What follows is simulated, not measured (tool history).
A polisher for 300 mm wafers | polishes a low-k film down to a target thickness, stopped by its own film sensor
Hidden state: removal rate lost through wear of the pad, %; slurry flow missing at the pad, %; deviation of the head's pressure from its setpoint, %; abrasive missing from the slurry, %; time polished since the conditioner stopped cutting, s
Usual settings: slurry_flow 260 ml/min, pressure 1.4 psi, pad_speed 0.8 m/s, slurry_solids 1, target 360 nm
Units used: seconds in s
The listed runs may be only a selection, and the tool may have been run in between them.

run	day	slurry_flow	pressure	pad_speed	slurry_solids	target	wafers since the last listed run	wafers polished on this pad	hours since the slurry nozzle was cleaned	hours since the head pressure was calibrated	hours since the slurry blender was calibrated	hours since the conditioning disc was replaced	incoming thickness of the incoming film, nm	seconds
1	0	260	1.4	0.92	1	360	0	687	618.8	411	112.4	465.6	376.3	78.3
2	0.308	260	1.4	0.92	1	360	74	761	626.2	418.4	119.8	473	373.9	66.3
3	0.812	260	1.4	0.92	1	360	121	883	638.3	430.5	131.9	485.1	386.5	125.6
4	1.388	260	1.5	0.8	1	360	138	1021	652.1	444.3	145.7	498.9	381.5	103.7
5	2.004	260	1.5	0.8	1	360	148	1170	666.9	459.1	160.5	513.7	378.8	90.5
6	2.45	260	1.4	0.8	1.25	364	107	1277	677.6	469.8	171.2	524.4	384.1	97.4
# day 2.888: head pressure recalibrated
7	2.938	260	1.4	0.8	1	360	97	1375	689.3	1.2	182.9	536.1	377.8	94
# day 3.15: worn pad replaced by a new one
8	3.283	260	1.4	0.8	1	360	43	32	697.6	9.5	191.2	544.4	385.5	132.8
9	3.712	260	1.4	0.8	1	360	103	135	707.9	19.8	201.5	554.7	376.5	86.3
# day 4.154: slurry blender recalibrated
10	5.662	260	1.4	0.8	1	360	450	585	754.7	66.6	36.2	601.5	374	71.4
# day 6.017: slurry nozzle cleaned
# day 6.296: conditioning disc replaced and pad reconditioned
11	6.317	260	1.4	0.8	1	360	127	713	7.2	82.3	51.9	0.5	375.4	79.6
12	6.692	260	1.4	0.7	1	360	90	803	16.2	91.3	60.9	9.5	379.2	106.4
13	7.112	260	1.4	0.8	1.25	367	101	905	26.3	101.4	71	19.6	373.6	31.2
14	7.65	260	1.4	0.52	1	366	129	1034	39.2	114.3	83.9	32.5	375.8	66.9
# day 8.554: worn pad replaced by a new one
15	9.425	260	1.4	0.9	1	360	387	209	81.8	156.9	126.5	75.1	375.1	72.9
16	9.771	335	1.1	0.8	1	366	83	293	90.1	165.2	134.8	83.4	375.5	60.5
17	10.029	260	1.4	0.8	1	360	62	355	96.3	171.4	141	89.6	377	87.4
18	10.775	260	1.1	0.7	0.7	362	179	535	114.2	189.3	158.9	107.5	379.4	143.3
# day 12.088: slurry blender recalibrated
19	12.146	200	1.6	0.8	1	360	310	845	147.1	222.2	1.4	140.4	384.8	113.9
20	12.533	210	1.4	0.8	1	360	93	939	156.4	231.5	10.7	149.7	375.6	81.2
21	12.838	260	1.4	0.8	1	360	73	1012	163.7	238.8	18	157	378.7	97.6
22	13.333	210	1.4	0.8	1	360	119	1132	175.6	250.7	29.9	168.9	373.2	69.1
23	13.662	260	1.4	0.8	1	360	79	1211	183.5	258.6	37.8	176.8	376.6	86.6
24	14.017	315	1.4	1.04	1	360	85	1296	192	267.1	46.3	185.3	383.2	100.3
# day 14.808: worn pad replaced by a new one
25	14.829	260	1.4	0.52	1	366	155	4	211.5	286.6	65.8	204.8	383.9	121.6
26	15.362	235	1.4	0.8	0.7	360	128	133	224.3	299.4	78.6	217.6	384	143.6
27	15.671	310	1.4	0.8	1.25	360	74	207	231.7	306.8	86	225	379.1	90.7

Take each entry between the runs: how does the hidden state at the last listed run before it differ from the hidden state at the first listed run after it?
From run 6 to run 7: head pressure recalibrated (day 2.888)
  no hidden state differs between the two runs
From run 7 to run 8: worn pad replaced by a new one (day 3.15)
  no hidden state differs between the two runs
From run 9 to run 10: slurry blender recalibrated (day 4.154)
  no hidden state differs between the two runs
From run 10 to run 11: slurry nozzle cleaned (day 6.017); conditioning disc replaced and pad reconditioned (day 6.296)
  no hidden state differs between the two runs
From run 14 to run 15: worn pad replaced by a new one (day 8.554)
  no hidden state differs between the two runs
From run 18 to run 19: slurry blender recalibrated (day 12.088)
  no hidden state differs between the two runs
From run 24 to run 25: worn pad replaced by a new one (day 14.808)
  no hidden state differs between the two runs
